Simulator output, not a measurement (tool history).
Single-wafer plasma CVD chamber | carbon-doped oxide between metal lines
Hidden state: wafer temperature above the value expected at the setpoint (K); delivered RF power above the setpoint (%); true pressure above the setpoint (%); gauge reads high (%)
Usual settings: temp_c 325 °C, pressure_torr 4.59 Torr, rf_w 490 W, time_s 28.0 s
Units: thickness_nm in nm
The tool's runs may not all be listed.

run,hour,temp_c,pressure_torr,rf_w,time_s,wafers since the last listed run,hours since the last thermocouple change,hours since the last RF generator calibration,hours since the last manometer calibration,hours since the showerhead was replaced,hours since the gauge calibration,"read-back reference wafer on the same gauge, thickness_nm",thickness_nm
1,0.0,335,3.86,490,28.0,0,244.0,1382.6,665.0,2008.6,589.8,152.934,140.705
2,77.0,335,3.86,490,28.0,2601,321.0,1459.6,742.0,2085.6,666.8,153.117,141.169
3,149.6,335,3.86,490,28.0,2452,393.6,1532.2,814.6,2158.2,739.4,153.047,139.335
4,238.4,325,4.59,490,28.0,2999,482.4,1621.0,903.4,2247.0,828.2,152.989,145.980
5,337.3,325,4.59,490,28.0,3341,581.3,1719.9,1002.3,2345.9,927.1,153.066,146.170
6,442.1,325,4.59,490,28.0,3540,686.1,1824.7,1107.1,2450.7,1031.9,153.156,145.655
7,503.2,325,4.02,490,29.9,2064,747.2,1885.8,1168.2,2511.8,1093.0,153.088,152.508
# hour 706.9: capacitance manometer re-zeroed and calibrated
8,820.3,325,4.02,490,29.9,10441,1064.3,2202.9,113.4,2828.9,1410.1,153.005,153.711
9,910.9,325,4.02,490,29.9,3060,1154.9,2293.5,204.0,2919.5,1500.7,153.066,153.677
# hour 966.4: thermocouple changed; heater temperature recalibrated
10,1000.0,338,4.59,490,33.4,2739,33.6,2382.6,293.1,3008.6,1589.8,153.085,169.722
11,1039.0,325,5.68,490,28.0,1317,72.6,2421.6,332.1,3047.6,1628.8,152.985,150.267
12,1088.5,325,4.59,490,28.0,1672,122.1,2471.1,381.6,3097.1,1678.3,153.086,147.290
# hour 1097.8: RF generator calibrated
# hour 1142.2: showerhead replaced
13,1173.2,338,4.59,445,28.0,2320,206.8,75.4,466.3,31.0,1763.0,153.083,132.255
14,1271.9,330,5.40,560,28.0,3334,305.5,174.1,565.0,129.7,1861.7,153.010,165.156
# hour 1288.4: gauge calibrated
15,1332.3,325,4.59,490,28.0,2040,365.9,234.5,625.4,190.1,43.9,153.080,148.979
16,1394.6,320,4.59,490,32.0,2104,428.2,296.8,687.7,252.4,106.2,153.057,171.645
17,1630.4,325,5.05,490,24.8,7965,664.0,532.6,923.5,488.2,342.0,152.989,132.331
18,1726.5,325,4.59,570,28.0,3246,760.1,628.7,1019.6,584.3,438.1,152.911,166.550

Forecast each of these 3 alternatives for the next run:
A,1726.9,325,4.59,490,28.0,13,760.5,629.1,1020.0,584.7,438.5,?,?
B,1726.9,325,5.08,455,28.0,13,760.5,629.1,1020.0,584.7,438.5,?,?
C,1726.9,325,4.18,425,33.4,13,760.5,629.1,1020.0,584.7,438.5,?,?

run,"read-back reference wafer on the same gauge, thickness_nm",thickness_nm
A,152.992,147.481
B,152.992,139.145
C,152.992,152.059
Without the tool's hidden state the same runs would have given:
run,thickness_nm
A,151.685
B,143.417
C,156.728
